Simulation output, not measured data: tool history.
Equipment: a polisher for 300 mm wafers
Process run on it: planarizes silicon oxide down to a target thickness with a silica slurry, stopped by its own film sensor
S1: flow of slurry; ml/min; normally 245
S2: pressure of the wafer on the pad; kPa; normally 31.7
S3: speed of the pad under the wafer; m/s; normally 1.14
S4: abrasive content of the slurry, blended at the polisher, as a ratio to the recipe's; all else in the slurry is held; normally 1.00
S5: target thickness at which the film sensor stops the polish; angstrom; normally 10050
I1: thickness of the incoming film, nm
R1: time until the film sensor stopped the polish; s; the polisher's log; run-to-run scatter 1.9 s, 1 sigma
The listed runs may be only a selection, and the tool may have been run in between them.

Run 1, hour 0.0: usual settings; I1 1340.8. Result: R1 111.2 s.
Run 2, hour 12.4: usual settings; I1 1348.9. Result: R1 118.0 s.
Run 3, hour 27.8: usual settings; I1 1341.7. Result: R1 115.5 s.
Run 4, hour 35.3: usual settings; I1 1344.6. Result: R1 115.2 s.
Run 5, hour 47.6: usual settings; I1 1349.2. Result: R1 117.7 s.
Run 6, hour 64.9: usual settings; I1 1344.3. Result: R1 102.5 s.
Run 7, hour 75.4: usual settings; I1 1334.2. Result: R1 102.3 s.
Run 8, hour 82.8: usual settings; I1 1332.8. Result: R1 107.5 s.
Run 9, hour 92.0: usual settings but S3 0.88 m/s, S5 10460 angstrom; I1 1336.0. Result: R1 105.8 s.
Run 10, hour 109.1: usual settings but S3 1.38 m/s, S5 11080 angstrom; I1 1356.2. Result: R1 76.3 s.
Run 11, hour 123.6: usual settings; I1 1309.8. Result: R1 106.3 s.
Run 12, hour 133.7: usual settings but S1 280 ml/min, S2 24.8 kPa, S3 0.96 m/s, S4 1.25; I1 1342.4. Result: R1 132.3 s.
Run 13, hour 144.4: usual settings but S4 1.15; I1 1358.3. Result: R1 105.4 s.
Run 14, hour 151.2: usual settings; I1 1352.1. Result: R1 116.0 s.

Taken out of this log: 6 entries between the listed runs. Where each belongs, and how the hidden state differs across it:
After run 5, before run 6: head pressure recalibrated (hour 56.9); worn pad replaced by a new one (hour 59.4); slurry blender recalibrated (hour 59.5)
  removal rate lost through wear of the pad, %: 14.2 -> 3.89
  measured value less the no-hidden-state value, R1: +16.7 -> +4.0 s
After run 6, before run 7: conditioning disc replaced and pad reconditioned (hour 70.7); slurry nozzle cleaned (hour 74.9)
  removal rate lost through wear of the pad, %: 3.89 -> 7.58
  measured value less the no-hidden-state value, R1: +4.0 -> +7.8 s
After run 12, before run 13: worn pad replaced by a new one (hour 138.9)
  removal rate lost through wear of the pad, %: 14.7 -> 5.66
  measured value less the no-hidden-state value, R1: +19.5 -> +6.0 s
